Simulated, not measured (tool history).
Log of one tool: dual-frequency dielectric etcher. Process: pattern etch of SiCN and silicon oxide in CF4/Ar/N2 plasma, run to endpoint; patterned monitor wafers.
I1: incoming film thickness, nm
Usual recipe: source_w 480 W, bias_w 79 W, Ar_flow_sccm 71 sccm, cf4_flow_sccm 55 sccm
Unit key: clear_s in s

run 1 day=0.000 | source_w=480 bias_w=79 Ar_flow_sccm=71 cf4_flow_sccm=55 | I1=9.47 | clear_s=10.4
run 2 day=1.442 | source_w=480 bias_w=79 Ar_flow_sccm=71 cf4_flow_sccm=55 | I1=9.54 | clear_s=10.4
run 3 day=2.521 | source_w=480 bias_w=79 Ar_flow_sccm=71 cf4_flow_sccm=55 | I1=9.54 | clear_s=10.3
run 4 day=3.246 | source_w=480 bias_w=79 Ar_flow_sccm=71 cf4_flow_sccm=55 | I1=9.51 | clear_s=10.3
run 5 day=4.317 | source_w=480 bias_w=79 Ar_flow_sccm=71 cf4_flow_sccm=55 | I1=9.48 | clear_s=10.2
-- day=5.525 source power generator calibrated
-- day=7.500 upper electrode replaced
run 6 day=8.021 | source_w=480 bias_w=79 Ar_flow_sccm=71 cf4_flow_sccm=55 | I1=9.50 | clear_s=10.1
run 7 day=9.338 | source_w=390 bias_w=79 Ar_flow_sccm=71 cf4_flow_sccm=58 | I1=9.42 | clear_s=11.9
-- day=9.862 bias power generator calibrated
run 8 day=10.254 | source_w=480 bias_w=79 Ar_flow_sccm=71 cf4_flow_sccm=55 | I1=9.56 | clear_s=10.2
run 9 day=10.804 | source_w=480 bias_w=62 Ar_flow_sccm=71 cf4_flow_sccm=55 | I1=9.58 | clear_s=10.8
-- day=11.954 wet clean of the chamber
run 10 day=12.271 | source_w=540 bias_w=73 Ar_flow_sccm=60 cf4_flow_sccm=61 | I1=9.59 | clear_s=8.8
-- day=13.283 CF4 flow controller replaced
run 11 day=13.496 | source_w=480 bias_w=79 Ar_flow_sccm=71 cf4_flow_sccm=55 | I1=9.54 | clear_s=10.0
-- day=13.825 Ar flow controller replaced
run 12 day=14.133 | source_w=590 bias_w=63 Ar_flow_sccm=86 cf4_flow_sccm=68 | I1=9.55 | clear_s=8.9
run 13 day=15.383 | source_w=480 bias_w=79 Ar_flow_sccm=71 cf4_flow_sccm=55 | I1=9.57 | clear_s=9.9
run 14 day=16.079 | source_w=480 bias_w=79 Ar_flow_sccm=71 cf4_flow_sccm=65 | I1=9.51 | clear_s=9.7
run 15 day=17.100 | source_w=430 bias_w=79 Ar_flow_sccm=55 cf4_flow_sccm=55 | I1=9.45 | clear_s=10.2
-- day=18.221 wet clean of the chamber, repeated, since the last time left the tool worse
run 16 day=18.304 | source_w=480 bias_w=79 Ar_flow_sccm=71 cf4_flow_sccm=55 | I1=9.49 | clear_s=10.6
run 17 day=19.296 | source_w=480 bias_w=79 Ar_flow_sccm=71 cf4_flow_sccm=55 | I1=9.56 | clear_s=10.6
run 18 day=20.504 | source_w=480 bias_w=79 Ar_flow_sccm=71 cf4_flow_sccm=55 | I1=9.45 | clear_s=10.5
run 19 day=21.292 | source_w=590 bias_w=73 Ar_flow_sccm=81 cf4_flow_sccm=55 | I1=9.52 | clear_s=9.2
run 20 day=22.554 | source_w=480 bias_w=73 Ar_flow_sccm=71 cf4_flow_sccm=55 | I1=9.54 | clear_s=10.7
run 21 day=23.212 | source_w=550 bias_w=97 Ar_flow_sccm=59 cf4_flow_sccm=61 | I1=9.39 | clear_s=8.3
run 22 day=26.112 | source_w=480 bias_w=79 Ar_flow_sccm=71 cf4_flow_sccm=55 | I1=9.60 | clear_s=10.6

The next listed run, before its measurement:
run 23 day=26.846 | source_w=480 bias_w=87 Ar_flow_sccm=71 cf4_flow_sccm=48 | I1=9.50 | clear_s=?

{"run 23": {"clear_s": 10.3}}
Without the tool's hidden state the same run would have given clear_s 10.4 s.
